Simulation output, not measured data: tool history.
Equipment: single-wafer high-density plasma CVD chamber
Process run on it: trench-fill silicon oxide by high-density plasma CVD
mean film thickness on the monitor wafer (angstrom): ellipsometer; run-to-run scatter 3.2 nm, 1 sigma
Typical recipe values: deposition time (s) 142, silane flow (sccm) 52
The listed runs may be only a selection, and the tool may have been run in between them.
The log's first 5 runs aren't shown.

| run | day | deposition time (s) | silane flow (sccm) | read-back reference wafer on the same gauge, thickness_nm | mean film thickness on the monitor wafer (angstrom) |
|---|---|---|---|---|---|
| 6 | 20.517 | 142 | 52 | 922.329 | 7985.41 |
| 7 | 23.471 | 142 | 52 | 924.081 | 7952.74 |
| 8 | 25.221 | 142 | 52 | 924.36 | 8010.37 |
| 9 | 28.129 | 132 | 48 | 923.672 | 7020.56 |
| 10 | 35.425 | 142 | 52 | 923.675 | 8066.18 |
| 11 | 38.517 | 142 | 52 | 923.291 | 8071.02 |
| 12 | 42.892 | 142 | 52 | 923.919 | 8069.44 |
| 13 | 45.717 | 142 | 52 | 923.78 | 8027.48 |
| 14 | 48.488 | 142 | 52 | 923.83 | 8094.47 |
| 15 | 52.875 | 142 | 52 | 923.223 | 8093.21 |
| 16 | 56.258 | 142 | 52 | 924.542 | 8125.7 |
| 17 | 58.375 | 142 | 52 | 925.013 | 8080.79 |
| 18 | 61.296 | 142 | 52 | 923.813 | 8199.77 |
| 19 | 65.412 | 142 | 52 | 923.602 | 8159.91 |
| 20 | 67.5 | 142 | 52 | 922.839 | 8191.14 |
| 21 | 69.262 | 142 | 52 | 924.35 | 8210.1 |
| 22 | 71.521 | 160 | 52 | 924.539 | 9188.94 |
| 23 | 73.475 | 148 | 52 | 922.348 | 8568.02 |
| 24 | 75.404 | 142 | 52 | 924.602 | 8287.58 |
|  | 75.558 | gauge calibrated |
|  | 76.933 | silane flow controller replaced |
| 25 | 78.988 | 124 | 56 | 923.429 | 7170.13 |
| 26 | 80.729 | 127 | 62 | 924.443 | 7991.21 |
| 27 | 84.742 | 132 | 48 | 924.234 | 6742.4 |
| 28 | 95.904 | 150 | 52 | 924.288 | 8213.23 |
| 29 | 99.558 | 124 | 56 | 924.006 | 7182.87 |

What does the tool deliver on the next run?
| 30 | 102.846 | 168 | 49 | ? | ? |

Run 30 came out at read-back reference wafer on the same gauge, thickness_nm 923.853, mean film thickness on the monitor wafer (angstrom) 8854.
Minus the tool's unlogged condition, the same run would have read mean film thickness on the monitor wafer (angstrom) 8875.29.
